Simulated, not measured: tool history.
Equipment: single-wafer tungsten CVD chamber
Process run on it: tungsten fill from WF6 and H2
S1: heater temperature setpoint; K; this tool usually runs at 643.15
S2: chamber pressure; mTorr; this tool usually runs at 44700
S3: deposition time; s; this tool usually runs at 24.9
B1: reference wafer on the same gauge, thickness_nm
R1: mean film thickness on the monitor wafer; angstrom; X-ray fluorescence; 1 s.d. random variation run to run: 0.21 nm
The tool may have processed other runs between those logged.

| run | hour | S1 | S2 | S3 | B1 | R1 |
|---|---|---|---|---|---|---|
| 1 | 0 | 643.15 | 44700 | 24.9 | 46.659 | 477.82 |
| 2 | 33.7 | 643.15 | 44700 | 24.9 | 46.58 | 477.07 |
| 3 | 91 | 643.15 | 44700 | 24.9 | 46.583 | 477.83 |
| 4 | 160.2 | 643.15 | 44700 | 24.9 | 46.639 | 476.3 |
| 5 | 220.2 | 639.15 | 44700 | 28.7 | 46.582 | 499.87 |
| 6 | 267.2 | 643.15 | 44700 | 24.9 | 46.704 | 479.41 |
| 7 | 371.4 | 643.15 | 44700 | 24.9 | 46.556 | 473.95 |
| 8 | 514.8 | 643.15 | 44700 | 24.9 | 46.598 | 475.53 |
| 9 | 544.7 | 643.15 | 44700 | 24.9 | 46.597 | 476 |
| 10 | 576 | 643.15 | 44700 | 24.9 | 46.595 | 478.59 |
| 11 | 621.8 | 643.15 | 44700 | 24.9 | 46.587 | 474.98 |
|  | 623.2 | gauge calibrated |
|  | 632.5 | showerhead replaced |
| 12 | 681.7 | 629.15 | 34000 | 29.6 | 46.606 | 356.93 |
| 13 | 781.5 | 643.15 | 34100 | 27.8 | 46.65 | 476.23 |
| 14 | 837.4 | 643.15 | 44700 | 24.9 | 46.622 | 477.41 |
| 15 | 876.6 | 643.15 | 44700 | 24.9 | 46.549 | 476.62 |
| 16 | 916 | 629.15 | 44700 | 21.4 | 46.582 | 290.03 |
| 17 | 942.8 | 639.15 | 54000 | 26.5 | 46.574 | 498.58 |
| 18 | 994 | 643.15 | 44700 | 24.9 | 46.63 | 476.68 |
|  | 1110.3 | thermocouple changed; heater temperature recalibrated |
|  | 1143.9 | capacitance manometer re-zeroed and calibrated |
| 19 | 1200.9 | 637.15 | 44700 | 24.9 | 46.574 | 415.62 |
| 20 | 1312.6 | 647.15 | 35800 | 27.2 | 46.573 | 522.39 |
| 21 | 1382.3 | 649.15 | 54900 | 20 | 46.593 | 482.9 |
| 22 | 1443 | 629.15 | 35200 | 24.9 | 46.614 | 302.6 |
| 23 | 1654.4 | 643.15 | 44700 | 24.9 | 46.623 | 477.55 |

Here are 5 independent what-if runs from the current tool condition. What would each one return?
| A | 1654.8 | 631.15 | 44700 | 24.9 | ? | ? |
| B | 1654.8 | 637.15 | 35800 | 21.4 | ? | ? |
| C | 1654.8 | 657.15 | 40300 | 20.2 | ? | ? |
| D | 1654.8 | 643.15 | 41500 | 24.9 | ? | ? |
| E | 1654.8 | 643.15 | 44700 | 26.7 | ? | ? |

| run | B1 | R1 |
|---|---|---|
| A | 46.657 | 352.68 |
| B | 46.657 | 319.11 |
| C | 46.657 | 509.71 |
| D | 46.657 | 459.76 |
| E | 46.657 | 509.57 |
With the hidden condition removed and each run's random variation left untouched, the same runs would have given:
| run | R1 |
|---|---|
| A | 352.68 |
| B | 319.11 |
| C | 509.71 |
| D | 459.76 |
| E | 509.57 |

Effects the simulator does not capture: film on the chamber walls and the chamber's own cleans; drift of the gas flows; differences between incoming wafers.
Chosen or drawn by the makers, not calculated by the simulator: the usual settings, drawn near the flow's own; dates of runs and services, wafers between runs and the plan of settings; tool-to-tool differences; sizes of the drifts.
